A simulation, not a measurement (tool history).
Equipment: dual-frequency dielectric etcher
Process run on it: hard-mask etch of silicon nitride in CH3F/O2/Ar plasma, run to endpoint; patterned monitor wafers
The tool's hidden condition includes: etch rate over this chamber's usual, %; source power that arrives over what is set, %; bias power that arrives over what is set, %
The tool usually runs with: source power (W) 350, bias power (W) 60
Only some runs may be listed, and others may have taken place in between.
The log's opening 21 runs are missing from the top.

run    hour  source power (W)  bias power (W)  wafers since the last listed run  hours since the last wet clean  hours since the last source power generator calibration  hours since the last bias power generator calibration  hours since the last upper electrode change  incoming incoming film thickness, nm  endpoint time (s)
 22  1225.7               280              60                               395                           476.2                                                     43.1                                                    887                                        221.7                                 28.22               53.7
       1268  -- wet clean of the chamber
 23  1268.5               350              60                               226                             0.5                                                     85.9                                                  929.8                                        264.5                                 28.02               45.9
 24  1312.8               270              60                               534                            44.8                                                    130.2                                                  974.1                                        308.8                                 28.21               53.6
 25  1357.5               300              46                               539                            89.5                                                    174.9                                                 1018.8                                        353.5                                 28.02               54.8
 26  1402.6               410              60                               544                           134.6                                                      220                                                 1063.9                                        398.6                                    28               42.2
 27  1462.2               420              60                               719                           194.2                                                    279.6                                                 1123.5                                        458.2                                 27.99               42.6
 28  1525.2               430              60                               760                           257.2                                                    342.6                                                 1186.5                                        521.2                                 27.91               41.6
 29  1582.6               430              70                               692                           314.6                                                      400                                                 1243.9                                        578.6                                 27.85               39.4
 30  1644.8               300              60                               750                           376.8                                                    462.2                                                 1306.1                                        640.8                                 28.17               51.1
 31  1676.8               350              66                               386                           408.8                                                    494.2                                                 1338.1                                        672.8                                 28.14               45.6
 32    1739               350              60                               750                             471                                                    556.4                                                 1400.3                                          735                                 27.72                 46
     1766.7  -- wet clean of the chamber
 33  1779.7               350              60                               201                              13                                                    597.1                                                   1441                                        775.7                                 27.83               45.4
 34  1814.3               400              45                               417                            47.6                                                    631.7                                                 1475.6                                        810.3                                 27.85               47.3

Forecast each of these 5 alternatives for the next run:
  A  1814.7               350              60                                 4                              48                                                    632.1                                                   1476                                        810.7                                 28.08                  ?
  B  1814.7               400              66                                 4                              48                                                    632.1                                                   1476                                        810.7                                 28.08                  ?
  C  1814.7               350              47                                 4                              48                                                    632.1                                                   1476                                        810.7                                 28.08                  ?
  D  1814.7               350              52                                 4                              48                                                    632.1                                                   1476                                        810.7                                 28.08                  ?
  E  1814.7               390              60                                 4                              48                                                    632.1                                                   1476                                        810.7                                 28.08                  ?

run  endpoint time (s)
  A               45.7
  B               41.1
  C                 50
  D               48.2
  E               43.2
With no hidden state in the tool, these same runs would have given:
run  endpoint time (s)
  A               45.6
  B               41.1
  C                 50
  D               48.1
  E               43.1
